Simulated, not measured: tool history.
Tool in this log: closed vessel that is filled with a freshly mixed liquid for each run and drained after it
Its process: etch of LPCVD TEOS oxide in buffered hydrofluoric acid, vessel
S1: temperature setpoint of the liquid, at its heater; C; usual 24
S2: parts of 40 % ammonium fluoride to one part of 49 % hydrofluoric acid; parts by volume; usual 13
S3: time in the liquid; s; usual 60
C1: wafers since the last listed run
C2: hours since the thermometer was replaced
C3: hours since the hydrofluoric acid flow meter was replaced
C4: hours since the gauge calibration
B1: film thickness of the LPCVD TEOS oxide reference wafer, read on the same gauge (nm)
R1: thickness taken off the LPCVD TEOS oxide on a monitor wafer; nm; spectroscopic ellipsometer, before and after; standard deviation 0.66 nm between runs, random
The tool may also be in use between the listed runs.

run     day    S1    S2  S3     C1      C2      C3     C4      B1      R1
  1       0    24    13  60      0  1588.5  1744.8  351.8  150.02  174.37
  2   1.421    24    13  60   2615  1622.6  1778.9  385.9     150  173.52
  3   4.408    24    13  60   5498  1694.3  1850.6  457.6     150  173.41
  4   7.225    24    13  60   5184  1761.9  1918.2  525.2  149.99  173.85
  5   8.658    24  15.5  60   2638  1796.3  1952.6  559.6     150  145.95
  6  10.896    24  15.5  60   4118    1850  2006.3  613.3  149.98  147.19
  7   12.25    24  15.5  60   2492  1882.5  2038.8  645.8     150  145.72
  8  15.238  25.5    13  60   5498  1954.2  2110.5  717.5     150  188.42
  9  17.758  25.5    13  60   4639  2014.7    2171    778  150.01  188.41
 10  19.554    24    13  60   3305  2057.8  2214.1  821.1  149.97  173.95
     20.083  -- gauge calibrated
 11  22.342  27.5    13  80   5130  2124.7    2281   54.2  149.99  278.23
 12  24.571    24    13  35   4102  2178.2  2334.5  107.7     150  100.77
     25.008  -- hydrofluoric acid flow meter replaced
     25.679  -- thermometer replaced
 13  26.025    24    13  80   2523     8.3    24.4  142.6     150  238.88
 14  28.821    24  14.5  60   5145    75.4    91.5  209.7     150  160.71
 15  29.954    24    13  60   2085   102.6   118.7  236.9     150  179.01
 16  30.958    24     9  45   1848   126.7   142.8    261  149.99  184.69
 17  36.875    26  17.5  60  10890   268.7   284.8    403  149.98  147.84
 18  38.554    24  17.5  50   3090     309   325.1  443.3     150  110.56
 19  40.788    24    11  60   4110   362.6   378.7  496.9  150.02  210.52
 20  44.538    24    13  60   6902   452.6   468.7  586.9     150  177.39

For each entry between runs, how does the tool's hidden state at the last listed run before it compare with that at the first listed run after it?
From run 10 to run 11: gauge calibrated (day 20.083)
  liquid colder than its thermometer reads (K): 1.56 -> 1.6; hydrofluoric acid flow above the setpoint (%): 4.98 -> 5.11
  the result without the hidden state subtracted from the measured one, R1: -6.73 -> -10.51 nm
From run 12 to run 13: hydrofluoric acid flow meter replaced (day 25.008); thermometer replaced (day 25.679)
  liquid colder than its thermometer reads (K): 1.64 -> 0.0718; hydrofluoric acid flow above the setpoint (%): 5.22 -> 0.181
  the result without the hidden state subtracted from the measured one, R1: -4.13 -> -0.49 nm

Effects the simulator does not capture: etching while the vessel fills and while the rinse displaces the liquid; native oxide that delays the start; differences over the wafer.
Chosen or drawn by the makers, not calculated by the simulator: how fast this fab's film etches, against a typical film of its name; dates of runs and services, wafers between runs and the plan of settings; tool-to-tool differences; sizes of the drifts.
